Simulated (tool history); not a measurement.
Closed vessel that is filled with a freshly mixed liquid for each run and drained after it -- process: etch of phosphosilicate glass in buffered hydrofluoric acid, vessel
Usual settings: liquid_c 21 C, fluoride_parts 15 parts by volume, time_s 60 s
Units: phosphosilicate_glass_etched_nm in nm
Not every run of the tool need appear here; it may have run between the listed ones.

run	day	liquid_c	fluoride_parts	time_s	wafers since the last listed run	hours since the thermometer was replaced	hours since the hydrofluoric acid flow meter was replaced	hours since the gauge calibration	read-back film thickness of the phosphosilicate glass reference wafer, read on the same gauge (nm)	phosphosilicate_glass_etched_nm
1	0	19.5	15	60	0	2164.9	1144.5	136.5	40	108.43
2	0.738	19.5	15	60	1975	2182.6	1162.2	154.2	39.98	109.33
3	1.338	21	15	60	1607	2197	1176.6	168.6	39.99	119.03
4	1.721	21	15	60	1026	2206.2	1185.8	177.8	39.99	119.24
5	2.312	23.5	15	60	1585	2220.4	1200	192	40	136.44
6	4.425	21	15	60	5659	2271.1	1250.7	242.7	40	119.51
7	4.742	21	15	60	848	2278.7	1258.3	250.3	40.02	119.54
8	5.358	21	13.5	60	1652	2293.5	1273.1	265.1	39.99	132.54
9	6.004	21	13.5	60	1730	2309	1288.6	280.6	40.02	132.82
10	6.521	21	15	60	1384	2321.4	1301	293	40.01	118.94
# day 7.1: thermometer replaced
11	7.121	21	15	60	1495	0.5	1315.4	307.4	40.02	134.91
12	7.7	21	15	60	1551	14.4	1329.3	321.3	40.02	134.68
13	7.967	21	15	40	714	20.8	1335.7	327.7	40.01	89.5
14	8.421	21	15	40	1216	31.7	1346.6	338.6	40	89.96
15	9.05	26	9.5	35	1685	46.8	1361.7	353.7	40.01	157.01
16	9.438	21	15	45	1038	56.1	1371	363	40	100.19
17	11.308	21	15	60	5012	101	1415.9	407.9	39.97	134.03
18	11.925	21	19	60	1652	115.8	1430.7	422.7	39.99	106.39
19	12.354	17.5	15	60	1149	126.1	1441	433	40.03	110.49
20	12.892	21	15	95	1439	139	1453.9	445.9	40.01	214.45
# day 13.075: gauge calibrated
# day 13.117: hydrofluoric acid flow meter replaced
21	13.608	17	15	45	1808	156.2	11.8	12.8	40	72.21
22	14.15	17.5	17.5	70	1451	169.2	24.8	25.8	40.01	99.07
23	15.204	21	10	40	2824	194.5	50.1	51.1	40.01	118.75
24	15.667	21	15	60	1239	205.6	61.2	62.2	40.01	120.75
25	16.212	21	15	60	1462	218.7	74.3	75.3	40.01	121.52
26	16.829	22.5	15	60	1652	233.5	89.1	90.1	40.02	131.86
27	17.096	21	17.5	60	714	239.9	95.5	96.5	39.99	103.96

The next listed run, before its measurement:
28	17.412	19.5	11.5	60	848	247.5	103.1	104.1	?	?

Run 28 yielded read-back film thickness of the phosphosilicate glass reference wafer, read on the same gauge (nm) 40, phosphosilicate_glass_etched_nm 144.18 nm.
With the hidden condition absent and the run-to-run variation left alone, this run would have shown phosphosilicate_glass_etched_nm 144.95 nm.
